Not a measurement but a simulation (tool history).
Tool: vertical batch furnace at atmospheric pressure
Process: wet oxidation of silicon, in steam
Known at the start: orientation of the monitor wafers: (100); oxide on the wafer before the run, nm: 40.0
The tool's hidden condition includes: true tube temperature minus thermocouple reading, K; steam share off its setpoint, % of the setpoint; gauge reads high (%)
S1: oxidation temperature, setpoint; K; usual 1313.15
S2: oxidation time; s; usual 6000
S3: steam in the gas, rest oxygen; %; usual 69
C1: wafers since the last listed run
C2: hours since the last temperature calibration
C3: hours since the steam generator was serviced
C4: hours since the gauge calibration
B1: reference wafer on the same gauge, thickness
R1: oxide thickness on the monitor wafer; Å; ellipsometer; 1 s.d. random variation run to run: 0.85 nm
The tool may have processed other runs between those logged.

| run | hour | S1 | S2 | S3 | C1 | C2 | C3 | C4 | B1 | R1 |
|---|---|---|---|---|---|---|---|---|---|---|
| 1 | 0.0 | 1313.15 | 6000 | 69 | 0 | 4443.2 | 3192.3 | 360.9 | 636.92 | 5624.3 |
| 2 | 210.3 | 1313.15 | 6000 | 69 | 1943 | 4653.5 | 3402.6 | 571.2 | 637.07 | 5620.1 |
| 3 | 265.2 | 1313.15 | 6000 | 61 | 507 | 4708.4 | 3457.5 | 626.1 | 637.02 | 5228.1 |
| 4 | 326.0 | 1313.15 | 4260 | 69 | 561 | 4769.2 | 3518.3 | 686.9 | 636.96 | 4574.0 |
| 5 | 369.4 | 1313.15 | 4260 | 69 | 401 | 4812.6 | 3561.7 | 730.3 | 637.07 | 4574.5 |
| 6 | 435.9 | 1313.15 | 4260 | 69 | 614 | 4879.1 | 3628.2 | 796.8 | 637.04 | 4572.5 |
| 7 | 476.2 | 1313.15 | 6000 | 69 | 372 | 4919.4 | 3668.5 | 837.1 | 636.83 | 5596.5 |
| 8 | 540.2 | 1313.15 | 6000 | 69 | 591 | 4983.4 | 3732.5 | 901.1 | 637.08 | 5591.9 |
| 9 | 567.6 | 1313.15 | 6000 | 69 | 253 | 5010.8 | 3759.9 | 928.5 | 637.25 | 5586.9 |
| 10 | 594.1 | 1306.15 | 3480 | 62 | 244 | 5037.3 | 3786.4 | 955.0 | 637.04 | 3640.3 |
|  | 619.5 | thermocouples replaced and temperature profile calibrated |
|  | 642.3 | gauge calibrated |
|  | 678.0 | steam generator serviced |
| 11 | 678.5 | 1313.15 | 6000 | 69 | 336 | 59.0 | 0.5 | 36.2 | 637.01 | 5676.9 |
| 12 | 699.7 | 1313.15 | 4980 | 69 | 195 | 80.2 | 21.7 | 57.4 | 637.03 | 5073.6 |
| 13 | 864.7 | 1294.15 | 8610 | 74 | 1524 | 245.2 | 186.7 | 222.4 | 637.25 | 6640.2 |
| 14 | 928.9 | 1313.15 | 4350 | 73 | 593 | 309.4 | 250.9 | 286.6 | 636.91 | 4845.2 |
| 15 | 968.8 | 1313.15 | 6000 | 62 | 368 | 349.3 | 290.8 | 326.5 | 636.93 | 5329.8 |
| 16 | 1002.4 | 1301.15 | 3630 | 79 | 310 | 382.9 | 324.4 | 360.1 | 637.04 | 4278.2 |

Below are 4 alternative next runs, each starting from the tool's condition after run 16. Predict each:
| A | 1008.8 | 1313.15 | 3000 | 69 | 59 | 389.3 | 330.8 | 366.5 | ? | ? |
| B | 1008.8 | 1324.15 | 6000 | 74 | 59 | 389.3 | 330.8 | 366.5 | ? | ? |
| C | 1008.8 | 1313.15 | 6930 | 77 | 59 | 389.3 | 330.8 | 366.5 | ? | ? |
| D | 1008.8 | 1296.15 | 6000 | 65 | 59 | 389.3 | 330.8 | 366.5 | ? | ? |

| run | B1 | R1 |
|---|---|---|
| A | 637.16 | 3737.2 |
| B | 637.16 | 6227.3 |
| C | 637.16 | 6580.4 |
| D | 637.16 | 5001.0 |
Without the tool's hidden state the same runs would have given:
| run | R1 |
|---|---|
| A | 3742.0 |
| B | 6239.5 |
| C | 6592.8 |
| D | 5007.8 |
